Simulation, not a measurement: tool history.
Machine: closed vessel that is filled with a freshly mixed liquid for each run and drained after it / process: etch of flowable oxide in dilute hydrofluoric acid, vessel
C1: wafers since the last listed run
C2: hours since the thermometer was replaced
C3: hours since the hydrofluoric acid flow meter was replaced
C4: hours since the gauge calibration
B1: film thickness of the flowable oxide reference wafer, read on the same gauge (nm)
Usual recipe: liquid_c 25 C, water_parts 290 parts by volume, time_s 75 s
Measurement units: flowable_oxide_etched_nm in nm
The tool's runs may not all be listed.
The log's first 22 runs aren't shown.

run 23 day=71.788 | liquid_c=21.5 water_parts=410 time_s=60 | C1=4832 C2=640.3 C3=271.9 C4=5177.2 | B1=89.98 | flowable_oxide_etched_nm=5.79
-- day=73.562 thermometer replaced, repeated, since the last time left the tool worse
run 24 day=75.125 | liquid_c=29.5 water_parts=290 time_s=75 | C1=8328 C2=37.5 C3=352 C4=5257.3 | B1=90.01 | flowable_oxide_etched_nm=13.38
-- day=76.571 gauge calibrated
run 25 day=77.408 | liquid_c=23 water_parts=190 time_s=75 | C1=5770 C2=92.3 C3=406.8 C4=20.1 | B1=90.01 | flowable_oxide_etched_nm=18.4
run 26 day=79.192 | liquid_c=29.5 water_parts=165 time_s=35 | C1=4506 C2=135.1 C3=449.6 C4=62.9 | B1=90.02 | flowable_oxide_etched_nm=13.12
run 27 day=82.321 | liquid_c=25 water_parts=290 time_s=75 | C1=7907 C2=210.2 C3=524.7 C4=138 | B1=90.01 | flowable_oxide_etched_nm=11.67
run 28 day=86.704 | liquid_c=25 water_parts=290 time_s=75 | C1=11076 C2=315.4 C3=629.9 C4=243.2 | B1=90 | flowable_oxide_etched_nm=11.74
run 29 day=90.767 | liquid_c=25 water_parts=435 time_s=75 | C1=10266 C2=412.9 C3=727.4 C4=340.7 | B1=90.01 | flowable_oxide_etched_nm=6.73
run 30 day=95.088 | liquid_c=25 water_parts=170 time_s=75 | C1=10918 C2=516.6 C3=831.1 C4=444.4 | B1=90.01 | flowable_oxide_etched_nm=22.81
run 31 day=98.408 | liquid_c=25 water_parts=290 time_s=75 | C1=8391 C2=596.3 C3=910.8 C4=524.1 | B1=89.99 | flowable_oxide_etched_nm=11.91
run 32 day=102.421 | liquid_c=25 water_parts=290 time_s=75 | C1=10139 C2=692.6 C3=1007.1 C4=620.4 | B1=90 | flowable_oxide_etched_nm=11.91

For run 33, what comes out?
run 33 day=111.583 | liquid_c=27.5 water_parts=430 time_s=90 | C1=23154 C2=912.5 C3=1227 C4=840.3 | B1=? | flowable_oxide_etched_nm=?

{"run 33": {"B1": 90, "flowable_oxide_etched_nm": 9.07}}
The same run, on a tool lacking any hidden state, would have yielded flowable_oxide_etched_nm 8.89 nm.
